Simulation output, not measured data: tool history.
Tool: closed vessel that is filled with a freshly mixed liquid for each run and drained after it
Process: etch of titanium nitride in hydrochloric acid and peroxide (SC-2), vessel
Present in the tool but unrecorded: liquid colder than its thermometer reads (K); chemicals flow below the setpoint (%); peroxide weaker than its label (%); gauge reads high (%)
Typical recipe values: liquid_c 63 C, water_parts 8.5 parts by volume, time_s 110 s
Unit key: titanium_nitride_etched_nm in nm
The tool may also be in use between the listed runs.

run    hour  liquid_c  water_parts  time_s  wafers since the last listed run  hours since the thermometer was replaced  hours since the chemicals flow meter was replaced  hours since the drum of peroxide was connected  hours since the gauge calibration  read-back film thickness of the titanium nitride reference wafer, read on the same gauge (nm)  titanium_nitride_etched_nm
  1       0        63          8.5     110                                 0                                    1140.2                                              328.9                                             778                             1065.3                                                                                          99.99                        5.61
  2    88.5        63          8.5     110                             11568                                    1228.7                                              417.4                                           866.5                             1153.8                                                                                         100.01                         5.6
  3   138.1        63          8.5     110                              6483                                    1278.3                                                467                                           916.1                             1203.4                                                                                          99.98                        5.58
      165.6  -- new drum of peroxide connected
  4     203        63          8.5     110                              8352                                    1343.2                                              531.9                                            37.4                             1268.3                                                                                            100                        5.55
  5   247.5        56          8.5     110                              5816                                    1387.7                                              576.4                                            81.9                             1312.8                                                                                            100                         3.6
  6   315.2        56          8.5     110                              8849                                    1455.4                                              644.1                                           149.6                             1380.5                                                                                         100.01                        3.54
  7   422.2        56          8.5     110                             13986                                    1562.4                                              751.1                                           256.6                             1487.5                                                                                            100                        3.52
      474.6  -- chemicals flow meter replaced
  8   515.2        63          8.5     110                             12025                                    1655.4                                               40.6                                           349.6                             1580.5                                                                                         100.01                        5.66
  9   601.2        63          8.5     110                             11241                                    1741.4                                              126.6                                           435.6                             1666.5                                                                                            100                        5.62
 10   649.3        63          8.5     110                              6287                                    1789.5                                              174.7                                           483.7                             1714.6                                                                                         100.01                        5.66
 11     688        67          8.5     110                              5058                                    1828.2                                              213.4                                           522.4                             1753.3                                                                                            100                        7.28
 12   776.2        67          8.5     110                             11528                                    1916.4                                              301.6                                           610.6                             1841.5                                                                                          99.98                        7.17
 13   816.3      53.5           11     155                              5241                                    1956.5                                              341.7                                           650.7                             1881.6                                                                                         100.03                        3.54
      818.8  -- gauge calibrated
 14   859.4        63           10     110                              5633                                    1999.6                                              384.8                                           693.8                               40.6                                                                                          99.99                        4.93
 15   938.2        67          5.5     160                             10300                                    2078.4                                              463.6                                           772.6                              119.4                                                                                         100.02                       14.59
      963.4  -- new drum of peroxide connected
      971.9  -- thermometer replaced
 16  1025.4        63          8.5     110                             11136                                      53.5                                              550.8                                              62                              206.6                                                                                         100.02                        5.59
 17  1108.9        56          8.5     140                             10914                                       137                                              634.3                                           145.5                              290.1                                                                                            100                        4.57
 18  1214.4        63          8.5     110                             13790                                     242.5                                              739.8                                             251                              395.6                                                                                          99.99                        5.55
     1297.7  -- chemicals flow meter replaced
 19  1320.8      68.5          8.5     110                             13777                                     348.9                                               23.1                                           357.4                                502                                                                                          99.98                        7.92
 20  1396.4        63         11.5     110                              9881                                     424.5                                               98.7                                             433                              577.6                                                                                         100.01                        4.41
 21  1492.5        63          8.5     110                             12561                                     520.6                                              194.8                                           529.1                              673.7                                                                                            100                        5.65
 22  1561.5      59.5            5      90                              9019                                     589.6                                              263.8                                           598.1                              742.7                                                                                            100                        5.61
 23  1619.3        63          8.5     110                              7555                                     647.4                                              321.6                                           655.9                              800.5                                                                                          99.99                        5.63
 24  1724.9      69.5          8.5     125                             13803                                       753                                              427.2                                           761.5                              906.1                                                                                            100                        9.48

3 ways to go on from here, each from the tool as it stands after run 24. What would each give?
  A  1725.6        63          8.5     110                                91                                     753.7                                              427.9                                           762.2                              906.8                                                                                              ?                           ?
  B  1725.6        63           11      80                                91                                     753.7                                              427.9                                           762.2                              906.8                                                                                              ?                           ?
  C  1725.6        60          8.5     110                                91                                     753.7                                              427.9                                           762.2                              906.8                                                                                              ?                           ?

run  read-back film thickness of the titanium nitride reference wafer, read on the same gauge (nm)  titanium_nitride_etched_nm
  A                                                                                          99.99                        5.57
  B                                                                                          99.99                        3.27
  C                                                                                          99.99                        4.62
With no hidden state in the tool, these same runs would have given:
run  titanium_nitride_etched_nm
  A                        5.66
  B                        3.33
  C                         4.7
